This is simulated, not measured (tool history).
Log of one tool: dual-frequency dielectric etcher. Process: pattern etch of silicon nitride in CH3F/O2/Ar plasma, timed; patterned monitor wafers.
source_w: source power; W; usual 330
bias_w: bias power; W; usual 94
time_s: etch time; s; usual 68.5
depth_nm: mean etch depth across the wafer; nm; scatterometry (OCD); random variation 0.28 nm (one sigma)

run	hour	source_w	bias_w	time_s	wafers since the last listed run	hours since the last wet clean	hours since the last source power generator calibration	hours since the last bias power generator calibration	hours since the last upper electrode change	hours since the gauge calibration	read-back reference wafer on the same gauge, depth_nm	depth_nm
1	0.0	330	94	68.5	0	245.1	4351.8	3870.5	2559.0	7.4	41.20	45.98
2	20.3	330	84	68.5	163	265.4	4372.1	3890.8	2579.3	27.7	41.16	43.58
3	52.8	330	84	68.5	262	297.9	4404.6	3923.3	2611.8	60.2	41.22	43.60
4	75.0	330	84	68.5	178	320.1	4426.8	3945.5	2634.0	82.4	41.23	43.92
5	94.3	350	94	68.5	155	339.4	4446.1	3964.8	2653.3	101.7	41.19	47.44
6	112.9	350	94	68.5	149	358.0	4464.7	3983.4	2671.9	120.3	41.23	47.72
# hour 149.5: wet clean of the chamber
7	150.0	330	94	68.5	105	0.5	4501.8	4020.5	2709.0	157.4	41.23	44.51

Run 8 comes next. What will it give?
8	150.4	260	70	81.0	3	0.9	4502.2	4020.9	2709.4	157.8	?	?

{"run 8": {"read-back reference wafer on the same gauge, depth_nm": 41.17, "depth_nm": 43.17}}
Without the tool's hidden state the same run would have given depth_nm 43.03 nm.
